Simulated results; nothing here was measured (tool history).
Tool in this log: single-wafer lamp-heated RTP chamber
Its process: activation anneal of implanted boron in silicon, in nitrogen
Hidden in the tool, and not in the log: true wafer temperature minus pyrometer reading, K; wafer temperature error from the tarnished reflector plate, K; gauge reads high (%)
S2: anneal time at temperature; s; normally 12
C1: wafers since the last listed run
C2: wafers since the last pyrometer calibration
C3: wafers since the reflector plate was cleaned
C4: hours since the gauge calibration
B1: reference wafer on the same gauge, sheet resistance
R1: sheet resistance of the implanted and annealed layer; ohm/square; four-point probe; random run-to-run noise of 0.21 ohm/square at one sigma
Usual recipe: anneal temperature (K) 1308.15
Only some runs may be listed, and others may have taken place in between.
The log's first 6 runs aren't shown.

At day 6.404: pyrometer window cleaned and pyrometer calibrated.
Run 7, day 6.425: usual settings but S2 18 s; C1 777; C2 14; C3 8581; C4 460.2; B1 138.01. Result: R1 137.19 ohm/square.
Run 8, day 7.483: usual settings but anneal temperature (K) 1324.15; C1 692; C2 707; C3 9274; C4 485.6; B1 137.98. Result: R1 137.43 ohm/square.
At day 8.088: reflector plate cleaned.
Run 9, day 8.567: usual settings but anneal temperature (K) 1284.15; C1 491; C2 1198; C3 312; C4 511.6; B1 137.98. Result: R1 140.22 ohm/square.
Run 10, day 9.912: usual settings but anneal temperature (K) 1284.15; C1 881; C2 2079; C3 1194; C4 543.9; B1 138.04. Result: R1 140.19 ohm/square.
Run 11, day 11.125: usual settings; C1 793; C2 2873; C3 1987; C4 573.0; B1 138.03. Result: R1 137.38 ohm/square.
Run 12, day 12.383: usual settings; C1 823; C2 3696; C3 2811; C4 603.2; B1 138.01. Result: R1 137.78 ohm/square.
Run 13, day 13.512: usual settings; C1 739; C2 4436; C3 3551; C4 630.3; B1 138.03. Result: R1 137.47 ohm/square.
Run 14, day 14.400: usual settings; C1 581; C2 5017; C3 4132; C4 651.6; B1 138.04. Result: R1 137.56 ohm/square.
Run 15, day 15.533: usual settings; C1 742; C2 5759; C3 4874; C4 678.8; B1 137.97. Result: R1 137.58 ohm/square.
Run 16, day 16.158: usual settings; C1 409; C2 6168; C3 5283; C4 693.8; B1 138.03. Result: R1 137.68 ohm/square.
At day 16.700: pyrometer window cleaned and pyrometer calibrated.
Run 17, day 16.712: usual settings; C1 144; C2 9; C3 5427; C4 707.1; B1 138.01. Result: R1 138.06 ohm/square.
Run 18, day 17.358: usual settings but anneal temperature (K) 1331.15; C1 422; C2 432; C3 5850; C4 722.6; B1 138.00. Result: R1 136.51 ohm/square.
At day 18.350: gauge calibrated.
Run 19, day 18.767: usual settings but S2 7 s; C1 922; C2 1354; C3 6772; C4 10.0; B1 138.03. Result: R1 137.94 ohm/square.
Run 20, day 19.317: usual settings but anneal temperature (K) 1283.15, S2 17 s; C1 360; C2 1714; C3 7133; C4 23.2; B1 137.98. Result: R1 139.95 ohm/square.
Run 21, day 20.221: usual settings but anneal temperature (K) 1289.15, S2 14 s; C1 591; C2 2306; C3 7725; C4 44.9; B1 138.05. Result: R1 139.23 ohm/square.
Run 22, day 20.917: usual settings but anneal temperature (K) 1324.15; C1 455; C2 2762; C3 8180; C4 61.6; B1 138.02. Result: R1 136.97 ohm/square.
Run 23, day 22.096: usual settings but anneal temperature (K) 1282.15, S2 5 s; C1 772; C2 3534; C3 8952; C4 89.9; B1 137.98. Result: R1 142.65 ohm/square.

What will run 24 give?
Run 24, day 22.912: usual settings but anneal temperature (K) 1333.15; C1 534; C2 4068; C3 9487; C4 109.5; B1 ?. Result: R1 ?.

{"run 24": {"B1": 138.05, "R1": 136.34}}
With the hidden condition absent and the run-to-run variation left alone, this run would have shown R1 136.34 ohm/square.
